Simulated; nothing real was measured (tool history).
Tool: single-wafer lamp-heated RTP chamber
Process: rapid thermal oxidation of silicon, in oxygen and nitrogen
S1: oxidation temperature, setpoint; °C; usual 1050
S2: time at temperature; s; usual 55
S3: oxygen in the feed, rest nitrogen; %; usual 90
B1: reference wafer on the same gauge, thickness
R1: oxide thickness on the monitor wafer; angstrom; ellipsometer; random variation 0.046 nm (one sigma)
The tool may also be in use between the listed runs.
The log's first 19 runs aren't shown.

run 20 hour=485.4 | S1=1024 S2=55 S3=64 | B1=8.208 | R1=59.62
run 21 hour=591.7 | S1=1024 S2=43 S3=90 | B1=8.227 | R1=60.42
run 22 hour=615.6 | S1=1062 S2=39 S3=67 | B1=8.229 | R1=67.46
-- hour=644.1 pyrometer window cleaned and pyrometer calibrated
run 23 hour=645.5 | S1=1050 S2=55 S3=90 | B1=8.227 | R1=80.82
run 24 hour=672.1 | S1=1071 S2=55 S3=65 | B1=8.245 | R1=82.85
run 25 hour=688.8 | S1=1050 S2=55 S3=90 | B1=8.248 | R1=81.71
run 26 hour=723.8 | S1=1042 S2=67 S3=90 | B1=8.246 | R1=83.82
run 27 hour=741.5 | S1=1059 S2=55 S3=90 | B1=8.240 | R1=86.00
run 28 hour=776.8 | S1=1050 S2=43 S3=60 | B1=8.270 | R1=62.59
run 29 hour=796.0 | S1=1050 S2=55 S3=90 | B1=8.281 | R1=80.76
run 30 hour=815.2 | S1=1042 S2=40 S3=90 | B1=8.277 | R1=66.41
run 31 hour=832.8 | S1=1031 S2=55 S3=73 | B1=8.297 | R1=65.97
run 32 hour=863.2 | S1=1050 S2=55 S3=98 | B1=8.297 | R1=83.80
run 33 hour=886.6 | S1=1038 S2=55 S3=98 | B1=8.285 | R1=77.00
run 34 hour=914.5 | S1=1039 S2=55 S3=98 | B1=8.319 | R1=78.36
run 35 hour=939.7 | S1=1050 S2=80 S3=90 | B1=8.315 | R1=95.91
run 36 hour=961.3 | S1=1036 S2=34 S3=75 | B1=8.335 | R1=56.73
run 37 hour=987.8 | S1=1050 S2=55 S3=90 | B1=8.344 | R1=81.10

Forecast each of these 5 alternatives for the next run:
run A hour=988.3 | S1=1067 S2=55 S3=90 | B1=? | R1=?
run B hour=988.3 | S1=1074 S2=75 S3=98 | B1=? | R1=?
run C hour=988.3 | S1=1036 S2=55 S3=64 | B1=? | R1=?
run D hour=988.3 | S1=1024 S2=48 S3=98 | B1=? | R1=?
run E hour=988.3 | S1=1032 S2=55 S3=70 | B1=? | R1=?

run=A B1=8.342 R1=91.41
run=B B1=8.342 R1=113.51
run=C B1=8.342 R1=65.58
run=D B1=8.342 R1=65.97
run=E B1=8.342 R1=65.81
Without the tool's hidden state the same runs would have given:
run=A R1=89.55
run=B R1=111.20
run=C R1=64.24
run=D R1=64.62
run=E R1=64.47
